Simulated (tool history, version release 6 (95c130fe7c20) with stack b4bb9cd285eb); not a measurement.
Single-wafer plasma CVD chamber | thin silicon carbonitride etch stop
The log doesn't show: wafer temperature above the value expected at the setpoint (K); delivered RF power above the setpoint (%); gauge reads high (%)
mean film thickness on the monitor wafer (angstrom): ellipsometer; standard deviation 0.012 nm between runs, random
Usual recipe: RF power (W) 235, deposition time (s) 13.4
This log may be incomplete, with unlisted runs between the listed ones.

| run | hour | RF power (W) | deposition time (s) | wafers since the last listed run | hours since the last thermocouple change | hours since the last RF generator calibration | hours since the showerhead was replaced | hours since the gauge calibration | read-back reference wafer on the same gauge, thickness_nm | mean film thickness on the monitor wafer (angstrom) |
|---|---|---|---|---|---|---|---|---|---|---|
| 1 | 0 | 235 | 13.4 | 0 | 658.9 | 2542.9 | 5445.5 | 398.8 | 8.793 | 82.49 |
| 2 | 17.7 | 235 | 13.4 | 474 | 676.6 | 2560.6 | 5463.2 | 416.5 | 8.79 | 82.41 |
|  | 28.7 | showerhead replaced |
| 3 | 68.9 | 235 | 13.4 | 1157 | 727.8 | 2611.8 | 40.2 | 467.7 | 8.772 | 82.29 |
| 4 | 78.4 | 235 | 13.4 | 254 | 737.3 | 2621.3 | 49.7 | 477.2 | 8.773 | 82.5 |
| 5 | 85.4 | 235 | 13.4 | 187 | 744.3 | 2628.3 | 56.7 | 484.2 | 8.765 | 82.11 |
| 6 | 96.4 | 235 | 13.4 | 294 | 755.3 | 2639.3 | 67.7 | 495.2 | 8.764 | 82.35 |
|  | 100.6 | gauge calibrated |
| 7 | 106.1 | 245 | 13.4 | 259 | 765 | 2649 | 77.4 | 5.5 | 8.863 | 83.85 |
| 8 | 133.6 | 245 | 13.4 | 737 | 792.5 | 2676.5 | 104.9 | 33 | 8.862 | 83.77 |
| 9 | 142.3 | 245 | 13.4 | 233 | 801.2 | 2685.2 | 113.6 | 41.7 | 8.863 | 83.79 |
| 10 | 160.2 | 270 | 13.4 | 479 | 819.1 | 2703.1 | 131.5 | 59.6 | 8.865 | 85.47 |
| 11 | 168.9 | 270 | 11.7 | 233 | 827.8 | 2711.8 | 140.2 | 68.3 | 8.857 | 74.49 |
| 12 | 184.8 | 200 | 11.7 | 426 | 843.7 | 2727.7 | 156.1 | 84.2 | 8.861 | 70.39 |
| 13 | 235.2 | 255 | 14.6 | 1350 | 894.1 | 2778.1 | 206.5 | 134.6 | 8.857 | 92.24 |
| 14 | 249.6 | 205 | 11.4 | 385 | 908.5 | 2792.5 | 220.9 | 149 | 8.852 | 68.85 |
| 15 | 266 | 265 | 13.4 | 439 | 924.9 | 2808.9 | 237.3 | 165.4 | 8.85 | 84.92 |
| 16 | 272.9 | 220 | 12.3 | 184 | 931.8 | 2815.8 | 244.2 | 172.3 | 8.848 | 75.3 |
|  | 289.7 | RF generator calibrated |
| 17 | 290.2 | 275 | 11.6 | 249 | 949.1 | 0.5 | 261.5 | 189.6 | 8.846 | 74.26 |
| 18 | 290.8 | 235 | 13.4 | 16 | 949.7 | 1.1 | 262.1 | 190.2 | 8.847 | 82.95 |
| 19 | 301.8 | 280 | 11.9 | 294 | 960.7 | 12.1 | 273.1 | 201.2 | 8.846 | 76.53 |
| 20 | 325.8 | 235 | 13.4 | 643 | 984.7 | 36.1 | 297.1 | 225.2 | 8.845 | 82.86 |
| 21 | 331.9 | 265 | 12.3 | 163 | 990.8 | 42.2 | 303.2 | 231.3 | 8.839 | 77.89 |
| 22 | 348.8 | 235 | 13.4 | 452 | 1007.7 | 59.1 | 320.1 | 248.2 | 8.844 | 83.02 |
|  | 362 | thermocouple changed; heater temperature recalibrated |
| 23 | 363.4 | 255 | 15.4 | 176 | 1.4 | 73.7 | 334.7 | 262.8 | 8.837 | 96.98 |
| 24 | 370.6 | 255 | 11 | 192 | 8.6 | 80.9 | 341.9 | 270 | 8.833 | 69.31 |
| 25 | 379.7 | 215 | 14.1 | 243 | 17.7 | 90 | 351 | 279.1 | 8.828 | 85.41 |
| 26 | 386.7 | 205 | 15.2 | 187 | 24.7 | 97 | 358 | 286.1 | 8.828 | 91.59 |
| 27 | 395.8 | 235 | 13.4 | 243 | 33.8 | 106.1 | 367.1 | 295.2 | 8.832 | 82.87 |
| 28 | 404.2 | 210 | 11.7 | 225 | 42.2 | 114.5 | 375.5 | 303.6 | 8.829 | 70.88 |

For run 29, what comes out?
| 29 | 420.7 | 205 | 11.5 | 442 | 58.7 | 131 | 392 | 320.1 | ? | ? |

read-back reference wafer on the same gauge, thickness_nm: 8.821
mean film thickness on the monitor wafer (angstrom): 69.16
Had the tool carried no hidden state, the very same run would have given mean film thickness on the monitor wafer (angstrom) 69.45.
